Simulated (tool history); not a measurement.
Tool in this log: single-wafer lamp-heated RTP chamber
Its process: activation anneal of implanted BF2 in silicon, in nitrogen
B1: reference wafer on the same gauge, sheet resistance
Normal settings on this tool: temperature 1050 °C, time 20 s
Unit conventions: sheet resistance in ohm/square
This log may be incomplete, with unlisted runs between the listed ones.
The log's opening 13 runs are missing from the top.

{"run": 14, "hour": 209.3, "temperature": 1061, "time": 16, "B1": 392.13, "sheet resistance": 477.28}
{"hour": 232.0, "done": "gauge calibrated"}
{"hour": 241.8, "done": "reflector plate cleaned"}
{"run": 15, "hour": 256.5, "temperature": 1036, "time": 10, "B1": 392.16, "sheet resistance": 488.75}
{"run": 16, "hour": 271.6, "temperature": 1079, "time": 12, "B1": 391.96, "sheet resistance": 475.38}
{"run": 17, "hour": 279.6, "temperature": 1072, "time": 20, "B1": 392.31, "sheet resistance": 466.96}
{"run": 18, "hour": 286.1, "temperature": 1077, "time": 20, "B1": 392.01, "sheet resistance": 464.21}
{"run": 19, "hour": 297.4, "temperature": 1050, "time": 20, "B1": 391.72, "sheet resistance": 475.02}
{"run": 20, "hour": 306.7, "temperature": 1061, "time": 32, "B1": 391.92, "sheet resistance": 458.7}
{"run": 21, "hour": 322.6, "temperature": 1068, "time": 25, "B1": 392.23, "sheet resistance": 463.43}
{"run": 22, "hour": 336.4, "temperature": 1028, "time": 24, "B1": 391.74, "sheet resistance": 477.96}
{"run": 23, "hour": 343.9, "temperature": 1073, "time": 13, "B1": 391.9, "sheet resistance": 476.27}
{"run": 24, "hour": 354.3, "temperature": 1050, "time": 12, "B1": 392.05, "sheet resistance": 482.73}
{"run": 25, "hour": 361.2, "temperature": 1050, "time": 30, "B1": 392.16, "sheet resistance": 466.04}
{"run": 26, "hour": 373.8, "temperature": 1070, "time": 28, "B1": 392.12, "sheet resistance": 458.11}
{"hour": 390.6, "done": "pyrometer window cleaned and pyrometer calibrated"}
{"run": 27, "hour": 391.1, "temperature": 1050, "time": 20, "B1": 391.89, "sheet resistance": 479.37}
{"run": 28, "hour": 431.5, "temperature": 1050, "time": 20, "B1": 391.91, "sheet resistance": 477.51}
{"run": 29, "hour": 468.4, "temperature": 1064, "time": 32, "B1": 391.95, "sheet resistance": 464.06}
{"run": 30, "hour": 481.7, "temperature": 1050, "time": 20, "B1": 392.15, "sheet resistance": 477.3}
{"run": 31, "hour": 489.7, "temperature": 1050, "time": 27, "B1": 392.1, "sheet resistance": 473.48}
{"run": 32, "hour": 507.2, "temperature": 1079, "time": 14, "B1": 392.05, "sheet resistance": 475.85}
{"run": 33, "hour": 518.5, "temperature": 1033, "time": 9, "B1": 391.77, "sheet resistance": 491.51}
{"run": 34, "hour": 532.8, "temperature": 1050, "time": 29, "B1": 392.08, "sheet resistance": 471.23}
{"run": 35, "hour": 547.2, "temperature": 1059, "time": 14, "B1": 392.19, "sheet resistance": 481.9}
{"run": 36, "hour": 555.0, "temperature": 1028, "time": 8, "B1": 392.02, "sheet resistance": 494.2}
{"run": 37, "hour": 566.4, "temperature": 1030, "time": 9, "B1": 391.97, "sheet resistance": 492.93}

Here are 4 independent what-if runs from the current tool condition. What would each one return?
{"run": "A", "hour": 566.8, "temperature": 1050, "time": 20, "B1": "?", "sheet resistance": "?"}
{"run": "B", "hour": 566.8, "temperature": 1066, "time": 28, "B1": "?", "sheet resistance": "?"}
{"run": "C", "hour": 566.8, "temperature": 1058, "time": 10, "B1": "?", "sheet resistance": "?"}
{"run": "D", "hour": 566.8, "temperature": 1061, "time": 29, "B1": "?", "sheet resistance": "?"}

run=A B1=392.07 sheet_resistance=478.54
run=B B1=392.07 sheet_resistance=465.71
run=C B1=392.07 sheet_resistance=486.56
run=D B1=392.07 sheet_resistance=467.31
Take away the tool's hidden state, keep each run's random variation, and the runs would have read:
run=A sheet_resistance=479.79
run=B sheet_resistance=467.76
run=C sheet_resistance=487.27
run=D sheet_resistance=469.29

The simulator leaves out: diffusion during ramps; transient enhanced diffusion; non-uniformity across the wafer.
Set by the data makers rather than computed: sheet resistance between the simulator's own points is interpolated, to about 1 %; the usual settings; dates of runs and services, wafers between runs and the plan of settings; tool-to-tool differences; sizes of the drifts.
